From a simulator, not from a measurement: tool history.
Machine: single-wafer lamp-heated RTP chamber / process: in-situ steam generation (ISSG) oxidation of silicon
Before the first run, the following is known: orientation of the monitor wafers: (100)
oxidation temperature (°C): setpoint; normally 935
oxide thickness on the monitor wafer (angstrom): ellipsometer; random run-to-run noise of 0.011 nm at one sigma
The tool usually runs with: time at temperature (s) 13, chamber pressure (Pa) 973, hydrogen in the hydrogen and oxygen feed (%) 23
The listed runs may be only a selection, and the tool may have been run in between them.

run     day  oxidation temperature (°C)  time at temperature (s)  chamber pressure (Pa)  hydrogen in the hydrogen and oxygen feed (%)  read-back reference wafer on the same gauge, thickness  oxide thickness on the monitor wafer (angstrom)
  1   0.000                         935                       13                    973                                            23                                                   4.078                                            40.26
      3.717  -- gauge calibrated
  2   4.229                         935                       13                    973                                            23                                                   4.079                                            40.57
  3   6.121                         935                       13                    973                                            23                                                   4.079                                            40.59
     11.417  -- pyrometer window cleaned and pyrometer calibrated
  4  14.362                         935                       13                    973                                            23                                                   4.075                                            40.17
  5  18.338                         935                       13                    973                                            23                                                   4.083                                            40.47
  6  22.512                         935                       13                    973                                            23                                                   4.080                                            40.73
     26.192  -- hydrogen flow controller replaced
  7  26.654                         935                       13                    973                                            30                                                   4.080                                            44.25
  8  31.012                         935                       13                    973                                            30                                                   4.079                                            44.42
     31.396  -- pyrometer window cleaned and pyrometer calibrated
  9  33.046                         935                       13                    920                                            23                                                   4.080                                            39.91
 10  34.846                         935                       13                    973                                            23                                                   4.076                                            40.20
 11  38.592                         935                       13                    973                                            16                                                   4.082                                            36.72
 12  41.646                         927                       17                    973                                            28                                                   4.075                                            46.18
     44.667  -- pressure gauge zeroed
     44.692  -- gauge calibrated
 13  44.929                         948                       15                   1160                                            14                                                   4.080                                            39.60
 14  48.442                         935                       13                    973                                            23                                                   4.084                                            40.90
     51.033  -- pyrometer window cleaned and pyrometer calibrated
 15  52.600                         935                       17                    973                                            23                                                   4.079                                            44.19
 16  54.658                         935                       13                    973                                            23                                                   4.078                                            40.29
 17  56.879                         935                        8                    920                                            32                                                   4.077                                            37.84

Results per run with the tool's hidden condition removed, run-to-run variation unchanged:
What the log doesn't record here: true wafer temperature minus pyrometer reading, K; true pressure minus gauge reading, Torr; deviation of the hydrogen flow from its setpoint, %; gauge reads high (%).
run  oxide thickness on the monitor wafer (angstrom)
  1                                            39.98
  2                                            40.06
  3                                            39.98
  4                                            39.90
  5                                            39.98
  6                                            40.02
  7                                            43.22
  8                                            43.12
  9                                            39.77
 10                                            39.96
 11                                            36.32
 12                                            45.43
 13                                            38.73
 14                                            39.92
 15                                            43.84
 16                                            39.89
 17                                            37.45

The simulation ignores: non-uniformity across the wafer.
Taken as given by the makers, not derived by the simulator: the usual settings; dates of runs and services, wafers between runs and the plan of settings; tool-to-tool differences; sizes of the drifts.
